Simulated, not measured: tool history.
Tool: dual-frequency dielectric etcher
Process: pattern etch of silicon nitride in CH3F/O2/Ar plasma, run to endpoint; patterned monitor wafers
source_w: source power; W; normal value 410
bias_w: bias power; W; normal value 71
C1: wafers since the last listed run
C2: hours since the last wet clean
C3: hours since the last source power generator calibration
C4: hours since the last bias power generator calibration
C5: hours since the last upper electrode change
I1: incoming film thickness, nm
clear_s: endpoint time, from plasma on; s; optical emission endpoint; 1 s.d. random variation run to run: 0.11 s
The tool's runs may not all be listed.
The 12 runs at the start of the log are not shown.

run 13 hour=818.2 | source_w=410 bias_w=71 | C1=901 C2=354.3 C3=118.9 C4=1670.6 C5=70.7 | I1=22.89 | clear_s=34.9
-- hour=858.5 wet clean of the chamber
run 14 hour=901.2 | source_w=410 bias_w=71 | C1=802 C2=42.7 C3=201.9 C4=1753.6 C5=153.7 | I1=23.21 | clear_s=35.7
run 15 hour=970.3 | source_w=410 bias_w=71 | C1=939 C2=111.8 C3=271.0 C4=1822.7 C5=222.8 | I1=23.38 | clear_s=35.9
-- hour=1034.2 bias power generator calibrated
run 16 hour=1055.9 | source_w=350 bias_w=83 | C1=1109 C2=197.4 C3=356.6 C4=21.7 C5=308.4 | I1=23.38 | clear_s=36.3
run 17 hour=1143.0 | source_w=410 bias_w=71 | C1=1184 C2=284.5 C3=443.7 C4=108.8 C5=395.5 | I1=23.30 | clear_s=36.1
-- hour=1245.6 wet clean of the chamber
run 18 hour=1248.7 | source_w=310 bias_w=78 | C1=1111 C2=3.1 C3=549.4 C4=214.5 C5=501.2 | I1=23.05 | clear_s=38.2
run 19 hour=1314.6 | source_w=450 bias_w=80 | C1=896 C2=69.0 C3=615.3 C4=280.4 C5=567.1 | I1=23.02 | clear_s=33.6
run 20 hour=1418.5 | source_w=450 bias_w=61 | C1=1413 C2=172.9 C3=719.2 C4=384.3 C5=671.0 | I1=23.19 | clear_s=36.6
run 21 hour=1524.7 | source_w=470 bias_w=62 | C1=1444 C2=279.1 C3=825.4 C4=490.5 C5=777.2 | I1=23.19 | clear_s=35.9
run 22 hour=1565.9 | source_w=450 bias_w=80 | C1=560 C2=320.3 C3=866.6 C4=531.7 C5=818.4 | I1=23.14 | clear_s=33.4
-- hour=1619.4 wet clean of the chamber
run 23 hour=1619.9 | source_w=340 bias_w=53 | C1=407 C2=0.5 C3=920.6 C4=585.7 C5=872.4 | I1=23.19 | clear_s=42.0
run 24 hour=1679.7 | source_w=410 bias_w=83 | C1=813 C2=60.3 C3=980.4 C4=645.5 C5=932.2 | I1=22.95 | clear_s=34.2
run 25 hour=1772.7 | source_w=410 bias_w=71 | C1=1264 C2=153.3 C3=1073.4 C4=738.5 C5=1025.2 | I1=23.46 | clear_s=36.4
run 26 hour=1863.5 | source_w=310 bias_w=56 | C1=1234 C2=244.1 C3=1164.2 C4=829.3 C5=1116.0 | I1=23.31 | clear_s=41.8
run 27 hour=1933.8 | source_w=370 bias_w=71 | C1=956 C2=314.4 C3=1234.5 C4=899.6 C5=1186.3 | I1=23.22 | clear_s=36.8
-- hour=1992.8 wet clean of the chamber
run 28 hour=1993.2 | source_w=410 bias_w=86 | C1=481 C2=0.4 C3=1293.9 C4=959.0 C5=1245.7 | I1=23.16 | clear_s=34.1
run 29 hour=2073.9 | source_w=410 bias_w=85 | C1=1097 C2=81.1 C3=1374.6 C4=1039.7 C5=1326.4 | I1=23.12 | clear_s=33.8
run 30 hour=2164.2 | source_w=410 bias_w=61 | C1=1228 C2=171.4 C3=1464.9 C4=1130.0 C5=1416.7 | I1=23.19 | clear_s=37.5

Alternative continuations, all from the tool just after run 30; predict every row:
run A hour=2164.6 | source_w=450 bias_w=71 | C1=5 C2=171.8 C3=1465.3 C4=1130.4 C5=1417.1 | I1=23.54 | clear_s=?
run B hour=2164.6 | source_w=460 bias_w=85 | C1=5 C2=171.8 C3=1465.3 C4=1130.4 C5=1417.1 | I1=23.54 | clear_s=?
run C hour=2164.6 | source_w=510 bias_w=62 | C1=5 C2=171.8 C3=1465.3 C4=1130.4 C5=1417.1 | I1=23.54 | clear_s=?

run=A clear_s=35.3
run=B clear_s=33.1
run=C clear_s=35.4
Had the tool no hidden state, the same runs would have come out as:
run=A clear_s=35.9
run=B clear_s=33.7
run=C clear_s=36.0

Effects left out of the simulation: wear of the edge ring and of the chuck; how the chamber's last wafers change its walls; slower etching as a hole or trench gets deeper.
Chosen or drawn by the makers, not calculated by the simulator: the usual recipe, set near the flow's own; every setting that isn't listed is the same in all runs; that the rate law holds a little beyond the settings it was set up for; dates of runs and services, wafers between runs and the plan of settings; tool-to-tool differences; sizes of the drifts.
